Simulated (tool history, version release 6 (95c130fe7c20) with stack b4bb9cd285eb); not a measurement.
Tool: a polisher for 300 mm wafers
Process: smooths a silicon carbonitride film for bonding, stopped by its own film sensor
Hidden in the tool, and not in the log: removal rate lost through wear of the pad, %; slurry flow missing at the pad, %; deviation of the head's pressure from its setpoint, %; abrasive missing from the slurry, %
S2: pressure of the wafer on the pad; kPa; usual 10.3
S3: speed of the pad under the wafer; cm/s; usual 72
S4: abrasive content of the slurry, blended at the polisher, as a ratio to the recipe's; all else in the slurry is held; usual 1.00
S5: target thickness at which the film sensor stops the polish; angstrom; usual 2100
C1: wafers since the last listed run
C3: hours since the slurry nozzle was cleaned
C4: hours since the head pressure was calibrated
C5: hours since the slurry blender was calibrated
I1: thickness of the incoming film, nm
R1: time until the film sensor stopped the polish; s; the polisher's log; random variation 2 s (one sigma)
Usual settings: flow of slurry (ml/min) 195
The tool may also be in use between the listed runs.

run 1 hour=0.0 | flow_of_slurry_(ml/min)=195 S2=10.3 S3=56 S4=1.00 S5=2100 | C1=0 wafers_polished_on_this_pad=185 C3=344.5 C4=15.3 C5=64.2 | I1=232.9 | R1=161.6
run 2 hour=12.1 | flow_of_slurry_(ml/min)=195 S2=10.3 S3=56 S4=1.00 S5=2100 | C1=85 wafers_polished_on_this_pad=270 C3=356.6 C4=27.4 C5=76.3 | I1=231.4 | R1=155.5
run 3 hour=26.1 | flow_of_slurry_(ml/min)=195 S2=10.3 S3=56 S4=1.00 S5=2100 | C1=98 wafers_polished_on_this_pad=369 C3=370.6 C4=41.4 C5=90.3 | I1=232.7 | R1=158.4
run 4 hour=40.6 | flow_of_slurry_(ml/min)=195 S2=10.3 S3=72 S4=1.00 S5=2100 | C1=102 wafers_polished_on_this_pad=471 C3=385.1 C4=55.9 C5=104.8 | I1=229.9 | R1=117.7
-- hour=80.3 slurry nozzle cleaned
run 5 hour=88.3 | flow_of_slurry_(ml/min)=195 S2=10.3 S3=72 S4=1.00 S5=2100 | C1=329 wafers_polished_on_this_pad=800 C3=8.0 C4=103.6 C5=152.5 | I1=230.6 | R1=122.7
run 6 hour=100.2 | flow_of_slurry_(ml/min)=195 S2=12.4 S3=90 S4=0.90 S5=2100 | C1=83 wafers_polished_on_this_pad=884 C3=19.9 C4=115.5 C5=164.4 | I1=226.2 | R1=72.3
-- hour=106.7 worn pad replaced by a new one
run 7 hour=112.8 | flow_of_slurry_(ml/min)=195 S2=9.0 S3=88 S4=1.00 S5=2100 | C1=60 wafers_polished_on_this_pad=43 C3=32.5 C4=128.1 C5=177.0 | I1=225.4 | R1=88.3
run 8 hour=120.8 | flow_of_slurry_(ml/min)=195 S2=10.3 S3=52 S4=1.00 S5=2100 | C1=56 wafers_polished_on_this_pad=99 C3=40.5 C4=136.1 C5=185.0 | I1=229.7 | R1=149.4
run 9 hour=135.4 | flow_of_slurry_(ml/min)=215 S2=10.3 S3=72 S4=1.00 S5=2070 | C1=102 wafers_polished_on_this_pad=202 C3=55.1 C4=150.7 C5=199.6 | I1=227.2 | R1=120.2
run 10 hour=148.1 | flow_of_slurry_(ml/min)=140 S2=10.3 S3=72 S4=0.85 S5=2150 | C1=89 wafers_polished_on_this_pad=292 C3=67.8 C4=163.4 C5=212.3 | I1=229.7 | R1=97.7
run 11 hour=156.3 | flow_of_slurry_(ml/min)=195 S2=13.1 S3=84 S4=0.80 S5=2070 | C1=57 wafers_polished_on_this_pad=350 C3=76.0 C4=171.6 C5=220.5 | I1=232.4 | R1=115.9
run 12 hour=164.3 | flow_of_slurry_(ml/min)=215 S2=10.3 S3=72 S4=1.00 S5=2070 | C1=56 wafers_polished_on_this_pad=406 C3=84.0 C4=179.6 C5=228.5 | I1=230.8 | R1=139.5
run 13 hour=173.2 | flow_of_slurry_(ml/min)=195 S2=10.3 S3=72 S4=1.00 S5=2100 | C1=62 wafers_polished_on_this_pad=469 C3=92.9 C4=188.5 C5=237.4 | I1=231.7 | R1=133.3
run 14 hour=181.5 | flow_of_slurry_(ml/min)=195 S2=10.3 S3=72 S4=1.00 S5=2100 | C1=58 wafers_polished_on_this_pad=527 C3=101.2 C4=196.8 C5=245.7 | I1=233.1 | R1=138.7
run 15 hour=195.0 | flow_of_slurry_(ml/min)=195 S2=10.3 S3=54 S4=1.00 S5=2130 | C1=95 wafers_polished_on_this_pad=622 C3=114.7 C4=210.3 C5=259.2 | I1=229.8 | R1=124.0
run 16 hour=208.3 | flow_of_slurry_(ml/min)=150 S2=10.3 S3=88 S4=1.00 S5=2070 | C1=93 wafers_polished_on_this_pad=716 C3=128.0 C4=223.6 C5=272.5 | I1=230.7 | R1=127.5
-- hour=212.4 slurry blender recalibrated
run 17 hour=223.5 | flow_of_slurry_(ml/min)=150 S2=10.3 S3=72 S4=1.00 S5=2100 | C1=93 wafers_polished_on_this_pad=809 C3=143.2 C4=238.8 C5=11.1 | I1=231.3 | R1=131.6
-- hour=230.5 worn pad replaced by a new one
run 18 hour=231.8 | flow_of_slurry_(ml/min)=260 S2=9.7 S3=72 S4=0.85 S5=2060 | C1=30 wafers_polished_on_this_pad=9 C3=151.5 C4=247.1 C5=19.4 | I1=227.8 | R1=144.3
run 19 hour=239.4 | flow_of_slurry_(ml/min)=195 S2=10.3 S3=90 S4=1.00 S5=2100 | C1=53 wafers_polished_on_this_pad=62 C3=159.1 C4=254.7 C5=27.0 | I1=230.3 | R1=102.2
run 20 hour=249.6 | flow_of_slurry_(ml/min)=195 S2=9.7 S3=72 S4=1.20 S5=2100 | C1=71 wafers_polished_on_this_pad=134 C3=169.3 C4=264.9 C5=37.2 | I1=231.4 | R1=129.1
run 21 hour=265.1 | flow_of_slurry_(ml/min)=195 S2=10.3 S3=72 S4=1.00 S5=2100 | C1=109 wafers_polished_on_this_pad=244 C3=184.8 C4=280.4 C5=52.7 | I1=229.6 | R1=121.6
run 22 hour=310.0 | flow_of_slurry_(ml/min)=195 S2=10.3 S3=82 S4=1.00 S5=2150 | C1=316 wafers_polished_on_this_pad=560 C3=229.7 C4=325.3 C5=97.6 | I1=226.3 | R1=62.1
run 23 hour=326.6 | flow_of_slurry_(ml/min)=150 S2=10.3 S3=88 S4=1.00 S5=2070 | C1=117 wafers_polished_on_this_pad=677 C3=246.3 C4=341.9 C5=114.2 | I1=232.8 | R1=137.4
run 24 hour=334.6 | flow_of_slurry_(ml/min)=195 S2=13.1 S3=98 S4=1.00 S5=2060 | C1=56 wafers_polished_on_this_pad=734 C3=254.3 C4=349.9 C5=122.2 | I1=228.7 | R1=87.8
run 25 hour=351.1 | flow_of_slurry_(ml/min)=195 S2=10.3 S3=72 S4=1.00 S5=2100 | C1=116 wafers_polished_on_this_pad=850 C3=270.8 C4=366.4 C5=138.7 | I1=232.3 | R1=141.8
run 26 hour=358.1 | flow_of_slurry_(ml/min)=195 S2=11.7 S3=92 S4=1.00 S5=2100 | C1=49 wafers_polished_on_this_pad=899 C3=277.8 C4=373.4 C5=145.7 | I1=231.5 | R1=93.2
run 27 hour=366.8 | flow_of_slurry_(ml/min)=195 S2=10.3 S3=72 S4=1.15 S5=2100 | C1=61 wafers_polished_on_this_pad=961 C3=286.5 C4=382.1 C5=154.4 | I1=226.8 | R1=100.2
-- hour=375.5 worn pad replaced by a new one
run 28 hour=380.3 | flow_of_slurry_(ml/min)=195 S2=10.3 S3=72 S4=1.00 S5=2100 | C1=66 wafers_polished_on_this_pad=34 C3=300.0 C4=395.6 C5=167.9 | I1=232.7 | R1=140.5
run 29 hour=396.3 | flow_of_slurry_(ml/min)=195 S2=10.3 S3=62 S4=1.00 S5=2100 | C1=112 wafers_polished_on_this_pad=146 C3=316.0 C4=411.6 C5=183.9 | I1=230.6 | R1=147.0

Hidden state at the last listed run before each entry between runs and at the first one after, where it differs:
Between runs 4 and 5: slurry nozzle cleaned (hour 80.3)
  deviation of the head's pressure from its setpoint, %: -1.32 -> -1.97
  measured less the result without the state, R1: +1.6 -> +2.4 s
Between runs 6 and 7: worn pad replaced by a new one (hour 106.7)
  deviation of the head's pressure from its setpoint, %: -2.13 -> -2.3
  measured less the result without the state, R1: +1.5 -> +2.0 s
Between runs 16 and 17: slurry blender recalibrated (hour 212.4)
  deviation of the head's pressure from its setpoint, %: -3.59 -> -3.8
  measured less the result without the state, R1: +4.6 -> +5.0 s
Between runs 17 and 18: worn pad replaced by a new one (hour 230.5)
  deviation of the head's pressure from its setpoint, %: -3.8 -> -3.91
  measured less the result without the state, R1: +5.0 -> +5.6 s
Between runs 27 and 28: worn pad replaced by a new one (hour 375.5)
  deviation of the head's pressure from its setpoint, %: -5.74 -> -5.92
  measured less the result without the state, R1: +5.8 -> +8.3 s
